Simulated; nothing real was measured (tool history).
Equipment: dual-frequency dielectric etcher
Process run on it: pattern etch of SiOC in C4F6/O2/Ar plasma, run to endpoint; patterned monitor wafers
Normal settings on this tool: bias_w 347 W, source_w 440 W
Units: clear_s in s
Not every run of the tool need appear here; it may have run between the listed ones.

run,day,bias_w,source_w,wafers since the last listed run,hours since the last wet clean,hours since the last bias power generator calibration,hours since the last source power generator calibration,hours since the last upper electrode change,"incoming incoming film thickness, nm",clear_s
1,0,395,440,0,367,830.7,2382.9,3273.1,35.49,14
2,2.454,395,440,654,425.9,889.6,2441.8,3332,35.69,14
# day 4.1: wet clean of the chamber
3,4.829,395,440,366,17.5,946.6,2498.8,3389,35.47,14
4,6.158,347,520,354,49.4,978.5,2530.7,3420.9,35.59,13.4
5,7.329,347,520,312,77.5,1006.6,2558.8,3449,35.38,13.4
# day 10.475: upper electrode replaced
6,10.496,347,440,577,153.5,1082.6,2634.8,0.5,35.27,14.9
7,11.729,347,440,328,183.1,1112.2,2664.4,30.1,35.38,14.9
8,14.592,347,440,763,251.8,1180.9,2733.1,98.8,35.16,14.8
9,16.583,347,440,531,299.6,1228.7,2780.9,146.6,35.54,15
10,17.775,347,440,317,328.2,1257.3,2809.5,175.2,35.31,14.7
11,19.321,347,390,412,365.3,1294.4,2846.6,212.3,35.27,15.9
12,20.571,347,440,333,395.3,1324.4,2876.6,242.3,35.18,14.7
# day 22.196: source power generator calibrated
13,23.288,347,440,679,460.5,1389.6,26.2,307.5,35.32,14.8
# day 25.883: wet clean of the chamber
14,25.904,347,530,431,0.5,1452.4,89,370.3,35.41,13.3
15,27.942,300,520,543,49.4,1501.3,137.9,419.2,35.51,14.4
# day 30.146: bias power generator calibrated
16,30.917,373,440,748,120.8,18.5,209.3,490.6,35.47,14.2
17,33.338,347,540,645,178.9,76.6,267.4,548.7,35.53,12.9
18,35.158,273,400,485,222.6,120.3,311.1,592.4,35.15,17.1
19,36.438,309,510,341,253.3,151,341.8,623.1,35.19,14.1
20,40.896,418,400,1188,360.3,258,448.8,730.1,35.61,14.2
21,42.554,264,490,442,400.1,297.8,488.6,769.9,35.34,15.6
22,43.875,347,440,352,431.8,329.5,520.3,801.6,35.2,14.6
# day 47.062: wet clean of the chamber
23,47.083,417,440,588,0.5,406.5,597.3,878.6,35.29,13.5
24,48.158,280,440,286,26.3,432.3,623.1,904.4,35.59,16.3
25,49.617,347,440,388,61.3,467.3,658.1,939.4,35.21,14.7
26,50.975,312,330,362,93.9,499.9,690.7,972,35.07,18.6
27,52.558,277,500,422,131.9,537.9,728.7,1010,35.48,15.2
28,57.279,347,440,1258,245.2,651.2,842,1123.3,35.41,14.7
29,59.262,402,500,528,292.8,698.8,889.6,1170.9,35.16,12.7
30,60.408,273,400,305,320.3,726.3,917.1,1198.4,35.19,17.5
31,62.712,273,490,614,375.6,781.6,972.4,1253.7,34.85,15.2
32,63.783,263,400,285,401.3,807.3,998.1,1279.4,35.06,17.7
33,65.983,280,500,586,454.1,860.1,1050.9,1332.2,35.2,15.1
# day 68.454: wet clean of the chamber
34,68.475,347,440,397,0.5,919.9,1110.7,1392,35.03,14.5
35,76.967,312,540,2264,204.3,1123.7,1314.5,1595.8,35.39,13.8

Consider 4 possible next runs. They are alternatives, not a sequence: every one starts from the tool as it was left by run 35. What does each give?
A,76.983,392,440,4,204.7,1124.1,1314.9,1596.2,35.07,?
B,76.983,263,530,4,204.7,1124.1,1314.9,1596.2,35.07,?
C,76.983,407,440,4,204.7,1124.1,1314.9,1596.2,35.07,?
D,76.983,270,510,4,204.7,1124.1,1314.9,1596.2,35.07,?

run,clear_s
A,13.9
B,14.9
C,13.6
D,15
Had the tool no hidden state, the same runs would have come out as:
run,clear_s
A,13.6
B,14.6
C,13.4
D,14.8

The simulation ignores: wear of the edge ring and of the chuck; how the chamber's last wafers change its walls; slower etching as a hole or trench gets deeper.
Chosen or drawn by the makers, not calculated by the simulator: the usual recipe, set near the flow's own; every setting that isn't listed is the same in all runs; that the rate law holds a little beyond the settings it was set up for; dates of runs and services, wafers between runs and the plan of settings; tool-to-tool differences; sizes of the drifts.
